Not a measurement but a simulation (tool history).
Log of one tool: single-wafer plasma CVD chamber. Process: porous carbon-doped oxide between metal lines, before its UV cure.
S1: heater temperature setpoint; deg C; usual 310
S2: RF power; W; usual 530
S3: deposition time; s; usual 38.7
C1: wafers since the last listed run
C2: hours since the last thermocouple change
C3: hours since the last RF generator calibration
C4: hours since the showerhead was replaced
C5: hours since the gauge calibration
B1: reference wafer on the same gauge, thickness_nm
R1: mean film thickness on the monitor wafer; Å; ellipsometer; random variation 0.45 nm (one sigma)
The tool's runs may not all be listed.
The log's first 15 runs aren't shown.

| run | hour | S1 | S2 | S3 | C1 | C2 | C3 | C4 | C5 | B1 | R1 |
|---|---|---|---|---|---|---|---|---|---|---|---|
| 16 | 726.6 | 310 | 530 | 38.7 | 777 | 3128.5 | 77.0 | 54.3 | 1124.8 | 247.073 | 2271.95 |
| 17 | 786.2 | 310 | 530 | 38.7 | 935 | 3188.1 | 136.6 | 113.9 | 1184.4 | 246.947 | 2295.23 |
|  | 840.0 | thermocouple changed; heater temperature recalibrated |
| 18 | 840.5 | 306 | 530 | 31.9 | 726 | 0.5 | 190.9 | 168.2 | 1238.7 | 247.032 | 1899.87 |
| 19 | 899.8 | 296 | 585 | 32.2 | 930 | 59.8 | 250.2 | 227.5 | 1298.0 | 247.099 | 2208.16 |
| 20 | 964.6 | 299 | 425 | 38.7 | 1017 | 124.6 | 315.0 | 292.3 | 1362.8 | 247.040 | 1868.19 |
| 21 | 1027.4 | 301 | 530 | 38.7 | 985 | 187.4 | 377.8 | 355.1 | 1425.6 | 247.140 | 2345.97 |
| 22 | 1054.8 | 310 | 530 | 38.7 | 430 | 214.8 | 405.2 | 382.5 | 1453.0 | 247.020 | 2257.20 |
| 23 | 1081.5 | 300 | 480 | 38.7 | 419 | 241.5 | 431.9 | 409.2 | 1479.7 | 246.939 | 2151.85 |
| 24 | 1133.3 | 310 | 470 | 36.6 | 813 | 293.3 | 483.7 | 461.0 | 1531.5 | 247.056 | 1892.06 |
| 25 | 1185.5 | 300 | 425 | 41.5 | 819 | 345.5 | 535.9 | 513.2 | 1583.7 | 246.985 | 1997.75 |
|  | 1232.5 | gauge calibrated |
| 26 | 1233.7 | 297 | 530 | 43.3 | 756 | 393.7 | 584.1 | 561.4 | 1.2 | 247.033 | 2690.90 |
| 27 | 1304.7 | 310 | 480 | 38.7 | 1114 | 464.7 | 655.1 | 632.4 | 72.2 | 246.981 | 2045.30 |
| 28 | 1375.0 | 316 | 495 | 41.1 | 1103 | 535.0 | 725.4 | 702.7 | 142.5 | 246.986 | 2183.20 |
| 29 | 1407.4 | 319 | 530 | 38.7 | 508 | 567.4 | 757.8 | 735.1 | 174.9 | 247.035 | 2180.88 |
| 30 | 1432.5 | 310 | 530 | 38.7 | 394 | 592.5 | 782.9 | 760.2 | 200.0 | 246.997 | 2264.75 |
| 31 | 1457.9 | 318 | 595 | 32.9 | 398 | 617.9 | 808.3 | 785.6 | 225.4 | 246.937 | 2070.04 |
| 32 | 1483.9 | 323 | 630 | 31.7 | 408 | 643.9 | 834.3 | 811.6 | 251.4 | 246.928 | 2045.17 |
| 33 | 1535.2 | 300 | 530 | 38.7 | 805 | 695.2 | 885.6 | 862.9 | 302.7 | 246.823 | 2375.17 |
| 34 | 1586.9 | 310 | 455 | 33.5 | 811 | 746.9 | 937.3 | 914.6 | 354.4 | 246.938 | 1680.35 |
| 35 | 1642.2 | 320 | 495 | 31.9 | 868 | 802.2 | 992.6 | 969.9 | 409.7 | 247.054 | 1680.53 |

Forecast each of these 3 alternatives for the next run:
| A | 1642.6 | 310 | 530 | 31.4 | 6 | 802.6 | 993.0 | 970.3 | 410.1 | ? | ? |
| B | 1642.6 | 302 | 530 | 44.0 | 6 | 802.6 | 993.0 | 970.3 | 410.1 | ? | ? |
| C | 1642.6 | 318 | 530 | 38.7 | 6 | 802.6 | 993.0 | 970.3 | 410.1 | ? | ? |

| run | B1 | R1 |
|---|---|---|
| A | 247.203 | 1851.57 |
| B | 247.203 | 2674.32 |
| C | 247.203 | 2185.38 |
Without the tool's hidden state the same runs would have given:
| run | R1 |
|---|---|
| A | 1823.19 |
| B | 2632.32 |
| C | 2153.55 |

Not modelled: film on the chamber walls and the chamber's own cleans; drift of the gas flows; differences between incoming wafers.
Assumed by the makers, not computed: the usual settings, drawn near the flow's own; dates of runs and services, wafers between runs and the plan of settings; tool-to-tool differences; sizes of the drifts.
